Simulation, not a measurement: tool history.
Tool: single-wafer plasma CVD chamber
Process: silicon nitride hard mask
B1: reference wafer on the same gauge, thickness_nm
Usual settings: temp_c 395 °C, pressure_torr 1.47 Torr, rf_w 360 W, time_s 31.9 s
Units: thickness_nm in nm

run 1 hour=0.0 | temp_c=395 pressure_torr=1.47 rf_w=360 time_s=35.1 | B1=43.657 | thickness_nm=42.792
run 2 hour=15.5 | temp_c=395 pressure_torr=1.47 rf_w=360 time_s=35.1 | B1=43.711 | thickness_nm=42.708
run 3 hour=34.2 | temp_c=395 pressure_torr=1.47 rf_w=360 time_s=35.1 | B1=43.707 | thickness_nm=42.581
run 4 hour=47.2 | temp_c=395 pressure_torr=1.47 rf_w=360 time_s=31.9 | B1=43.656 | thickness_nm=38.974
run 5 hour=66.5 | temp_c=395 pressure_torr=1.47 rf_w=360 time_s=31.9 | B1=43.700 | thickness_nm=38.772
-- hour=74.9 thermocouple changed; heater temperature recalibrated
run 6 hour=91.4 | temp_c=395 pressure_torr=1.47 rf_w=360 time_s=31.9 | B1=43.681 | thickness_nm=38.933
run 7 hour=120.1 | temp_c=395 pressure_torr=1.61 rf_w=360 time_s=31.9 | B1=43.734 | thickness_nm=39.875
run 8 hour=149.6 | temp_c=395 pressure_torr=1.47 rf_w=360 time_s=31.9 | B1=43.711 | thickness_nm=38.849
run 9 hour=173.8 | temp_c=395 pressure_torr=1.47 rf_w=360 time_s=31.9 | B1=43.730 | thickness_nm=38.874
run 10 hour=187.8 | temp_c=395 pressure_torr=1.47 rf_w=360 time_s=29.2 | B1=43.748 | thickness_nm=35.643
run 11 hour=273.1 | temp_c=392 pressure_torr=1.47 rf_w=415 time_s=31.9 | B1=43.701 | thickness_nm=43.357
run 12 hour=299.4 | temp_c=395 pressure_torr=1.47 rf_w=360 time_s=31.9 | B1=43.713 | thickness_nm=38.684
-- hour=335.8 showerhead replaced
run 13 hour=336.3 | temp_c=404 pressure_torr=1.80 rf_w=325 time_s=33.8 | B1=43.689 | thickness_nm=39.181
run 14 hour=346.8 | temp_c=395 pressure_torr=1.47 rf_w=360 time_s=31.9 | B1=43.729 | thickness_nm=38.701
-- hour=355.4 capacitance manometer re-zeroed and calibrated
run 15 hour=366.3 | temp_c=400 pressure_torr=1.47 rf_w=360 time_s=31.9 | B1=43.683 | thickness_nm=37.952
run 16 hour=379.4 | temp_c=380 pressure_torr=1.47 rf_w=290 time_s=31.9 | B1=43.712 | thickness_nm=31.401
run 17 hour=404.9 | temp_c=395 pressure_torr=1.47 rf_w=360 time_s=31.9 | B1=43.747 | thickness_nm=38.360
run 18 hour=437.7 | temp_c=395 pressure_torr=1.37 rf_w=360 time_s=27.9 | B1=43.720 | thickness_nm=32.554
run 19 hour=459.7 | temp_c=395 pressure_torr=1.47 rf_w=360 time_s=35.2 | B1=43.681 | thickness_nm=42.016
-- hour=473.1 RF generator calibrated
run 20 hour=476.4 | temp_c=405 pressure_torr=1.47 rf_w=360 time_s=31.9 | B1=43.734 | thickness_nm=39.074
-- hour=500.6 gauge calibrated
run 21 hour=512.2 | temp_c=395 pressure_torr=1.59 rf_w=360 time_s=35.4 | B1=43.663 | thickness_nm=44.581
run 22 hour=531.5 | temp_c=401 pressure_torr=1.63 rf_w=410 time_s=25.5 | B1=43.672 | thickness_nm=35.731
run 23 hour=560.9 | temp_c=389 pressure_torr=1.64 rf_w=320 time_s=37.6 | B1=43.709 | thickness_nm=43.062
run 24 hour=592.7 | temp_c=408 pressure_torr=1.47 rf_w=295 time_s=34.3 | B1=43.748 | thickness_nm=34.719
run 25 hour=617.9 | temp_c=395 pressure_torr=1.47 rf_w=390 time_s=31.9 | B1=43.737 | thickness_nm=41.957
run 26 hour=632.5 | temp_c=395 pressure_torr=1.47 rf_w=360 time_s=31.9 | B1=43.726 | thickness_nm=39.200
run 27 hour=665.0 | temp_c=395 pressure_torr=1.47 rf_w=360 time_s=33.9 | B1=43.665 | thickness_nm=41.686
run 28 hour=682.5 | temp_c=395 pressure_torr=1.47 rf_w=315 time_s=31.9 | B1=43.697 | thickness_nm=34.714
run 29 hour=702.1 | temp_c=395 pressure_torr=1.19 rf_w=360 time_s=27.7 | B1=43.730 | thickness_nm=32.105
run 30 hour=735.2 | temp_c=392 pressure_torr=1.47 rf_w=415 time_s=31.9 | B1=43.688 | thickness_nm=44.067

Some steps in thickness_nm between neighbouring runs. How much of each would the tool show without its hidden state too (settings, what came in, random variation), and how much is left for the hidden state, with any gauge scatter that isn't in both results?
The hidden state here: wafer temperature above the value expected at the setpoint (K); delivered RF power above the setpoint (%); true pressure above the setpoint (%); gauge reads high (%).
Run 14 -> 15: temp_c 395 -> 400, capacitance manometer re-zeroed and calibrated. thickness_nm -0.749 nm: hidden state -0.365, all else -0.384.
Run 18 -> 19: pressure_torr 1.37 -> 1.47, time_s 27.9 -> 35.2. thickness_nm +9.462 nm: hidden state -0.366, all else +9.828.
Run 19 -> 20: temp_c 395 -> 405, time_s 35.2 -> 31.9, RF generator calibrated. thickness_nm -2.942 nm: hidden state +1.316, all else -4.258.
Run 21 -> 22: temp_c 395 -> 401, pressure_torr 1.59 -> 1.63, rf_w 360 -> 410, time_s 35.4 -> 25.5. thickness_nm -8.850 nm: hidden state +0.043, all else -8.893.
Run 29 -> 30: temp_c 395 -> 392, pressure_torr 1.19 -> 1.47, rf_w 360 -> 415, time_s 27.7 -> 31.9. thickness_nm +11.962 nm: hidden state -0.033, all else +11.995.

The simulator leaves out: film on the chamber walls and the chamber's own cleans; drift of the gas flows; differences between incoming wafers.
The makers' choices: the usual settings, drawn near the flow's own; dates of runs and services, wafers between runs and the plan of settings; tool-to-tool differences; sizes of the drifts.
